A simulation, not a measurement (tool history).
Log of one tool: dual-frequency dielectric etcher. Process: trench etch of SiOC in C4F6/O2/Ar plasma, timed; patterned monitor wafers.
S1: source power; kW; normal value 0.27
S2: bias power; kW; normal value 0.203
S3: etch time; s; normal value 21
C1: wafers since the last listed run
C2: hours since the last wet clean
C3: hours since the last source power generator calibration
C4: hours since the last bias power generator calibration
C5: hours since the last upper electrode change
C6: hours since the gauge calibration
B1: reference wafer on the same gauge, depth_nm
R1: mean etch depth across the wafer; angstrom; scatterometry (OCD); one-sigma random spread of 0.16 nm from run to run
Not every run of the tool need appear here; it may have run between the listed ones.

run    hour    S1     S2    S3    C1     C2      C3      C4      C5      C6     B1     R1
  1       0  0.27  0.203  18.5     0    430    2120  2867.3  5028.7     587  41.37  317.5
  2    65.4  0.27  0.203  18.5  1501  495.4  2185.4  2932.7  5094.1   652.4   41.4    317
  3   161.4  0.25  0.203    21  2204  591.4  2281.4  3028.7  5190.1   748.4  41.38    348
      197.1  -- wet clean of the chamber
  4   215.8  0.25  0.203    21   697   18.7  2335.8  3083.1  5244.5   802.8  41.43  347.6
  5   252.6  0.27  0.178    21   844   55.5  2372.6  3119.9  5281.3   839.6  41.37  350.1
  6   326.8  0.27  0.203    21  1703  129.7  2446.8  3194.1  5355.5   913.8  41.43  362.8
  7   377.3  0.27  0.203    21  1159  180.2  2497.3  3244.6    5406   964.3  41.34  363.1
  8   458.2  0.22  0.203    21  1857  261.1  2578.2  3325.5  5486.9  1045.2  41.37  324.4
  9   496.5  0.22  0.203    21   879  299.4  2616.5  3363.8  5525.2  1083.5  41.36  326.9
 10   539.8  0.23  0.203    21   994  342.7  2659.8  3407.1  5568.5  1126.8   41.4  336.5
 11   603.4  0.23  0.203    21  1460  406.3  2723.4  3470.7  5632.1  1190.4  41.42    335
 12   704.8  0.23  0.203    21  2328  507.7  2824.8  3572.1  5733.5  1291.8  41.38  334.2
 13   765.8  0.27  0.203    21  1400  568.7  2885.8  3633.1  5794.5  1352.8  41.37    361
      833.2  -- source power generator calibrated
      871.1  -- wet clean of the chamber
 14   871.6  0.27  0.203    16  1786    0.5    38.4  3738.9  5900.3  1458.6  41.39  275.2
 15   900.9  0.24  0.164    16   672   29.8    67.7  3768.2  5929.6  1487.9  41.38    248
 16  1001.6  0.27  0.203    21  2312  130.5   168.4  3868.9  6030.3  1588.6  41.42  359.8
     1061.5  -- upper electrode replaced
 17    1062  0.27  0.203  17.5   835  190.9   228.8  3929.3     0.5    1649  41.38    301
     1121.3  -- bias power generator calibrated
 18  1158.5  0.27  0.167    26  2123  287.4   325.3    37.2      97  1745.5  41.42  426.4
 19  1259.7  0.27  0.203  25.5  2323  388.6   426.5   138.4   198.2  1846.7  41.41  438.7
 20  1300.9  0.29  0.203  15.5   945  429.8   467.7   179.6   239.4  1887.9  41.41  279.3
 21  1380.3  0.21  0.232    21  1823  509.2   547.1     259   318.8  1967.3  41.42  327.2
     1465.9  -- gauge calibrated
     1500.3  -- wet clean of the chamber
 22  1646.6  0.27  0.203    21  5563  146.3   813.4   525.3   585.1   180.7  41.39  362.2
 23  1686.7  0.33  0.247    21   920  186.4   853.5   565.4   625.2   220.8  41.36  417.5
 24  1794.6   0.3  0.219    21  2477  294.3   961.4   673.3   733.1   328.7  41.42    388
 25  1839.1  0.27  0.203    21  1021  338.8  1005.9   717.8   777.6   373.2  41.38  360.2
 26  1943.5  0.27  0.247    21  2397  443.2  1110.3   822.2     882   477.6  41.43  377.5
 27  2039.9  0.27  0.203    21  2213  539.6  1206.7   918.6   978.4     574  41.39  363.2
     2072.3  -- wet clean of the chamber
 28  2111.7  0.27  0.253  18.5  1097   39.4  1278.5   990.4  1050.2   645.8  41.36  336.4
 29  2188.1  0.34  0.235    19  1754  115.8  1354.9  1066.8  1126.6   722.2   41.4  378.8
 30  2254.3  0.27  0.203    21  1519    182  1421.1    1133  1192.8   788.4  41.37  362.3
 31  2318.8  0.27  0.203    21  1480  246.5  1485.6  1197.5  1257.3   852.9  41.41  360.8

Entry by entry between the runs, the difference in hidden state between the last listed run before and the first listed run after:
Logged between run 3 and run 4: wet clean of the chamber (hour 197.1)
  both runs share identical hidden conditions
Logged between run 13 and run 14: source power generator calibrated (hour 833.2); wet clean of the chamber (hour 871.1)
  both runs share identical hidden conditions
Logged between run 16 and run 17: upper electrode replaced (hour 1061.5)
  both runs share identical hidden conditions
Logged between run 17 and run 18: bias power generator calibrated (hour 1121.3)
  both runs share identical hidden conditions
Logged between run 21 and run 22: gauge calibrated (hour 1465.9); wet clean of the chamber (hour 1500.3)
  both runs share identical hidden conditions
Logged between run 27 and run 28: wet clean of the chamber (hour 2072.3)
  both runs share identical hidden conditions
